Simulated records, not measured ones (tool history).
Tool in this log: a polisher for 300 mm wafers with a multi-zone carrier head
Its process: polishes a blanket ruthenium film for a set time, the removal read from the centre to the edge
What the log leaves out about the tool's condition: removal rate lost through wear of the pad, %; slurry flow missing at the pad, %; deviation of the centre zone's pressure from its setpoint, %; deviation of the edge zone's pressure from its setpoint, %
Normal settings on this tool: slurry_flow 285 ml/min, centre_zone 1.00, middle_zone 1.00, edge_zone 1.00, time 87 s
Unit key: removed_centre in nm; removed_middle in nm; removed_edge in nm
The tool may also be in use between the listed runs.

run   hour  slurry_flow  centre_zone  middle_zone  edge_zone  time  wafers since the last listed run  wafers polished on this pad  hours since the slurry nozzle was cleaned  hours since the centre zone pressure was calibrated  hours since the edge zone pressure was calibrated  hours since the carrier head's membrane was replaced  incoming thickness of the incoming film, nm  removed_centre  removed_middle  removed_edge
  1    0.0          285         1.09         1.00       1.00    87                                 0                          265                                      337.4                                                221.3                                             1141.1                                                1767.5                                        466.5            97.9            82.1          81.2
  2   27.3          285         1.09         1.00       1.00    87                               165                          430                                      364.7                                                248.6                                             1168.4                                                1794.8                                        464.6            94.8            79.1          80.5
  3   44.6          285         1.00         1.00       1.07    87                               104                          534                                      382.0                                                265.9                                             1185.7                                                1812.1                                        471.3            84.0            76.2          82.5
      53.0  -- worn pad replaced by a new one
  4   69.4          285         1.00         1.00       1.00    87                               125                           99                                      406.8                                                290.7                                             1210.5                                                1836.9                                        469.1            91.6            84.4          85.6
  5   91.9          285         1.00         1.00       1.00    87                               136                          235                                      429.3                                                313.2                                             1233.0                                                1859.4                                        469.7            91.9            82.8          83.3
  6  107.7          285         1.00         1.00       1.00    87                                95                          331                                      445.1                                                329.0                                             1248.8                                                1875.2                                        470.4            89.5            81.2          80.9
  7  133.8          285         1.00         1.00       1.00    87                               157                          489                                      471.2                                                355.1                                             1274.9                                                1901.3                                        471.6            87.2            77.2          80.2
  8  146.8          210         1.00         1.00       1.00    87                                78                          567                                      484.2                                                368.1                                             1287.9                                                1914.3                                        464.2            79.8            72.9          76.3
     160.6  -- worn pad replaced by a new one
  9  180.4          285         1.00         1.00       1.00    87                               179                          119                                      517.8                                                401.7                                             1321.5                                                1947.9                                        478.4            91.6            83.8          86.2
 10  212.0          285         1.00         1.00       1.00    87                               191                          310                                      549.4                                                433.3                                             1353.1                                                1979.5                                        471.7            89.0            81.5          83.0
     216.9  -- slurry nozzle cleaned
     222.3  -- centre zone pressure recalibrated
 11  238.2          285         1.00         1.00       1.00    87                               140                          451                                       21.3                                                 15.9                                             1379.3                                                2005.7                                        478.5            78.3            78.4          79.7
     263.6  -- worn pad replaced by a new one
 12  266.9          200         1.00         1.00       0.95    87                               149                           19                                       50.0                                                 44.6                                             1408.0                                                2034.4                                        474.0            84.0            80.3          81.1
 13  295.3          370         1.00         1.00       1.00    69                               171                          191                                       78.4                                                 73.0                                             1436.4                                                2062.8                                        477.2            71.0            67.0          68.4
 14  324.0          350         1.00         0.94       1.00   114                               173                          365                                      107.1                                                101.7                                             1465.1                                                2091.5                                        466.8           115.7           101.9         107.0
     349.9  -- carrier head's membrane replaced by a new one
 15  350.4          285         1.00         1.00       0.94    87                               129                          494                                      133.5                                                128.1                                             1491.5                                                   0.5                                        467.1            81.8            77.6          74.9
     363.3  -- worn pad replaced by a new one
 16  366.4          285         1.00         1.00       1.00    87                                72                           18                                      149.5                                                144.1                                             1507.5                                                  16.5                                        476.2            88.3            82.4          85.3
     388.6  -- edge zone pressure recalibrated
 17  399.6          285         1.06         0.96       1.00    57                               188                          207                                      182.7                                                177.3                                               11.0                                                  49.7                                        472.0            60.6            52.1          52.9
 18  418.6          285         1.05         1.00       1.08    87                               114                          322                                      201.7                                                196.3                                               30.0                                                  68.7                                        471.2            90.8            79.9          85.1
 19  440.5          285         1.00         1.00       1.00    87                               132                          455                                      223.6                                                218.2                                               51.9                                                  90.6                                        470.8            84.7            77.4          78.8
     453.1  -- worn pad replaced by a new one
 20  470.6          285         1.00         1.00       1.00    87                               157                          105                                      253.7                                                248.3                                               82.0                                                 120.7                                        468.6            89.9            82.9          85.4
 21  485.3          370         1.00         0.89       1.00    87                                88                          194                                      268.4                                                263.0                                               96.7                                                 135.4                                        469.2            91.2            77.1          84.6
 22  520.9          285         1.00         1.00       1.00    87                               215                          410                                      304.0                                                298.6                                              132.3                                                 171.0                                        470.9            88.6            79.2          80.7

Alternative continuations, all from the tool just after run 22; predict every row:
  A  521.4          285         1.00         1.00       1.00    87                                 3                          413                                      304.5                                                299.1                                              132.8                                                 171.5                                        468.3               ?               ?             ?
  B  521.4          285         0.92         1.00       0.92    87                                 3                          413                                      304.5                                                299.1                                              132.8                                                 171.5                                        468.3               ?               ?             ?
  C  521.4          285         1.00         0.90       0.92   108                                 3                          413                                      304.5                                                299.1                                              132.8                                                 171.5                                        468.3               ?               ?             ?

run  removed_centre  removed_middle  removed_edge
  A            86.2            79.6          81.3
  B            79.3            79.6          78.2
  C           106.9            90.5          97.2
Take away the tool's hidden state, keep each run's random variation, and the runs would have read:
run  removed_centre  removed_middle  removed_edge
  A            84.8            84.8          86.6
  B            78.0            84.8          83.3
  C           105.2            96.4         103.5

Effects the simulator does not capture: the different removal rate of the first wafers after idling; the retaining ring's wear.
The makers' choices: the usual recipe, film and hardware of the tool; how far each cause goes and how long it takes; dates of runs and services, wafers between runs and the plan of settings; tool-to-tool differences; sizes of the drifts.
